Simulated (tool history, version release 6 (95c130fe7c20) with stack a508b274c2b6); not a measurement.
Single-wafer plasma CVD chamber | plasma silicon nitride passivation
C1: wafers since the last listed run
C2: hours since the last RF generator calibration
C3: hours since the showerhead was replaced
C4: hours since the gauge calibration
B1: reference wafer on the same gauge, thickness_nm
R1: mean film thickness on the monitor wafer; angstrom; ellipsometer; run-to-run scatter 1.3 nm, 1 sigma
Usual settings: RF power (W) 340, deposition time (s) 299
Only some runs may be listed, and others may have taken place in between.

run 1 day=0.000 | RF_power_(W)=340 deposition_time_(s)=299 | C1=0 C2=1070.4 C3=5624.9 C4=321.2 | B1=373.892 | R1=3827.15
run 2 day=4.092 | RF_power_(W)=340 deposition_time_(s)=299 | C1=616 C2=1168.6 C3=5723.1 C4=419.4 | B1=374.133 | R1=3824.88
run 3 day=7.233 | RF_power_(W)=340 deposition_time_(s)=299 | C1=473 C2=1244.0 C3=5798.5 C4=494.8 | B1=373.949 | R1=3822.83
run 4 day=10.550 | RF_power_(W)=340 deposition_time_(s)=299 | C1=499 C2=1323.6 C3=5878.1 C4=574.4 | B1=374.328 | R1=3831.08
run 5 day=12.267 | RF_power_(W)=340 deposition_time_(s)=299 | C1=258 C2=1364.8 C3=5919.3 C4=615.6 | B1=374.197 | R1=3824.86
run 6 day=14.771 | RF_power_(W)=340 deposition_time_(s)=299 | C1=377 C2=1424.9 C3=5979.4 C4=675.7 | B1=374.406 | R1=3805.58
-- day=17.304 gauge calibrated
run 7 day=18.400 | RF_power_(W)=340 deposition_time_(s)=299 | C1=546 C2=1512.0 C3=6066.5 C4=26.3 | B1=373.987 | R1=3838.57
-- day=19.162 showerhead replaced
run 8 day=21.529 | RF_power_(W)=340 deposition_time_(s)=299 | C1=421 C2=1587.1 C3=56.8 C4=101.4 | B1=374.319 | R1=3794.32
run 9 day=23.788 | RF_power_(W)=340 deposition_time_(s)=299 | C1=340 C2=1641.3 C3=111.0 C4=155.6 | B1=374.440 | R1=3805.48
run 10 day=27.054 | RF_power_(W)=340 deposition_time_(s)=299 | C1=491 C2=1719.7 C3=189.4 C4=234.0 | B1=374.250 | R1=3779.86
run 11 day=30.692 | RF_power_(W)=340 deposition_time_(s)=320 | C1=547 C2=1807.0 C3=276.7 C4=321.3 | B1=374.697 | R1=4033.38
-- day=33.004 RF generator calibrated
run 12 day=33.542 | RF_power_(W)=340 deposition_time_(s)=246 | C1=378 C2=12.9 C3=345.1 C4=389.7 | B1=373.848 | R1=3194.51
run 13 day=37.900 | RF_power_(W)=390 deposition_time_(s)=346 | C1=656 C2=117.5 C3=449.7 C4=494.3 | B1=374.299 | R1=4670.64
run 14 day=42.075 | RF_power_(W)=340 deposition_time_(s)=299 | C1=628 C2=217.7 C3=549.9 C4=594.5 | B1=373.414 | R1=3869.51
run 15 day=45.708 | RF_power_(W)=390 deposition_time_(s)=261 | C1=547 C2=304.9 C3=637.1 C4=681.7 | B1=373.653 | R1=3544.91
run 16 day=49.508 | RF_power_(W)=340 deposition_time_(s)=245 | C1=572 C2=396.1 C3=728.3 C4=772.9 | B1=374.120 | R1=3183.89

The logged runs with the hidden state left out (each run's random variation unchanged):
The hidden state here: delivered RF power above the setpoint (%); gauge reads high (%).
run=1 R1=3874.20
run=2 R1=3879.28
run=3 R1=3883.36
run=4 R1=3898.71
run=5 R1=3896.17
run=6 R1=3882.28
run=7 R1=3924.86
run=8 R1=3887.71
run=9 R1=3905.31
run=10 R1=3888.30
run=11 R1=4160.80
run=12 R1=3199.51
run=13 R1=4678.48
run=14 R1=3877.10
run=15 R1=3553.21
run=16 R1=3193.05
